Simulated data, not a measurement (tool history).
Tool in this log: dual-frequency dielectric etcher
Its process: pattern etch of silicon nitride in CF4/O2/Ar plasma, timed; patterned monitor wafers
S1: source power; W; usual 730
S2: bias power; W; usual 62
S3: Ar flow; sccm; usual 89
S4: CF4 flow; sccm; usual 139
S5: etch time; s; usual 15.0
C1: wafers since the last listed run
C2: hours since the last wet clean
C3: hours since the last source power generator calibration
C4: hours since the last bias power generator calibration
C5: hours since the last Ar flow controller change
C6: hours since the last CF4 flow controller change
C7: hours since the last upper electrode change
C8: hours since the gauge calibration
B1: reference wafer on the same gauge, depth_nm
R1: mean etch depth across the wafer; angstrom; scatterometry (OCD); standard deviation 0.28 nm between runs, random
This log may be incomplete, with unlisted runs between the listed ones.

run   hour   S1  S2   S3   S4    S5    C1     C2     C3     C4      C5      C6     C7      C8     B1     R1
  1    0.0  730  69   89  109  15.0     0  130.0   87.5   23.8  4961.3  2747.3  175.9  1011.8  43.79  470.2
  2   22.0  730  62   89  139  13.0   321  152.0  109.5   45.8  4983.3  2769.3  197.9  1033.8  43.72  392.8
      30.3  -- CF4 flow controller replaced
  3   41.0  730  74   89  139  19.0   189  171.0  128.5   64.8  5002.3    10.7  216.9  1052.8  43.82  625.5
  4   73.7  620  68  104  162  15.0   477  203.7  161.2   97.5  5035.0    43.4  249.6  1085.5  43.80  392.5
  5  104.7  620  68  104  162  15.0   452  234.7  192.2  128.5  5066.0    74.4  280.6  1116.5  43.81  388.8
     116.8  -- Ar flow controller replaced
  6  133.1  730  71   89  139  12.5   327  263.1  220.6  156.9    16.3   102.8  309.0  1144.9  43.79  398.7
  7  157.0  560  71  102  170  15.0   349  287.0  244.5  180.8    40.2   126.7  332.9  1168.8  43.85  358.7
     212.2  -- gauge calibrated
     260.1  -- wet clean of the chamber
  8  260.6  790  62   89  104  15.0  1162    0.5  348.1  284.4   143.8   230.3  436.5    48.4  43.83  487.0
  9  275.4  680  46   89  139  15.0   216   15.3  362.9  299.2   158.6   245.1  451.3    63.2  43.79  358.0
 10  309.0  730  62   89  139  15.0   490   48.9  396.5  332.8   192.2   278.7  484.9    96.8  43.82  460.5
 11  330.1  830  62   89  107  15.0   308   70.0  417.6  353.9   213.3   299.8  506.0   117.9  43.79  513.0
 12  343.5  730  70   81  108  17.5   195   83.4  431.0  367.3   226.7   313.2  519.4   131.3  43.86  560.5
 13  357.7  730  48   82  139  13.0   207   97.6  445.2  381.5   240.9   327.4  533.6   145.5  43.76  344.5
 14  376.1  730  48   89  112  19.0   268  116.0  463.6  399.9   259.3   345.8  552.0   163.9  43.77  482.5
 15  401.1  790  62   89  162  15.0   365  141.0  488.6  424.9   284.3   370.8  577.0   188.9  43.81  500.0
 16  427.2  780  62  106  139  10.5   381  167.1  514.7  451.0   310.4   396.9  603.1   215.0  43.85  329.9
 17  442.1  730  62   89  139  15.0   217  182.0  529.6  465.9   325.3   411.8  618.0   229.9  43.78  451.8
 18  478.1  730  62   89  139  15.0   525  218.0  565.6  501.9   361.3   447.8  654.0   265.9  43.83  451.8
 19  491.9  870  62   89  115  18.0   201  231.8  579.4  515.7   375.1   461.6  667.8   279.7  43.80  633.0
 20  506.4  730  62   89  139  15.0   211  246.3  593.9  530.2   389.6   476.1  682.3   294.2  43.80  451.0
 21  539.5  730  62   89  139  11.0   483  279.4  627.0  563.3   422.7   509.2  715.4   327.3  43.81  326.6
 22  562.7  800  62   83  112  18.5   338  302.6  650.2  586.5   445.9   532.4  738.6   350.5  43.85  604.6

What if the next run were any one of these 3? Each begins from the tool's condition after run 22:
  A  563.1  730  62   89  139  15.0   5  303.0  650.6  586.9  446.3  532.8  739.0  350.9   ?   ?
  B  563.1  730  54   73  139  15.0   5  303.0  650.6  586.9  446.3  532.8  739.0  350.9   ?   ?
  C  563.1  730  62  105  139  19.5   5  303.0  650.6  586.9  446.3  532.8  739.0  350.9   ?   ?

run     B1     R1
  A  43.79  446.4
  B  43.79  424.4
  C  43.79  566.2
Stripped of hidden state, with their random variation kept, the same runs would have yielded:
run     R1
  A  460.0
  B  437.2
  C  583.4

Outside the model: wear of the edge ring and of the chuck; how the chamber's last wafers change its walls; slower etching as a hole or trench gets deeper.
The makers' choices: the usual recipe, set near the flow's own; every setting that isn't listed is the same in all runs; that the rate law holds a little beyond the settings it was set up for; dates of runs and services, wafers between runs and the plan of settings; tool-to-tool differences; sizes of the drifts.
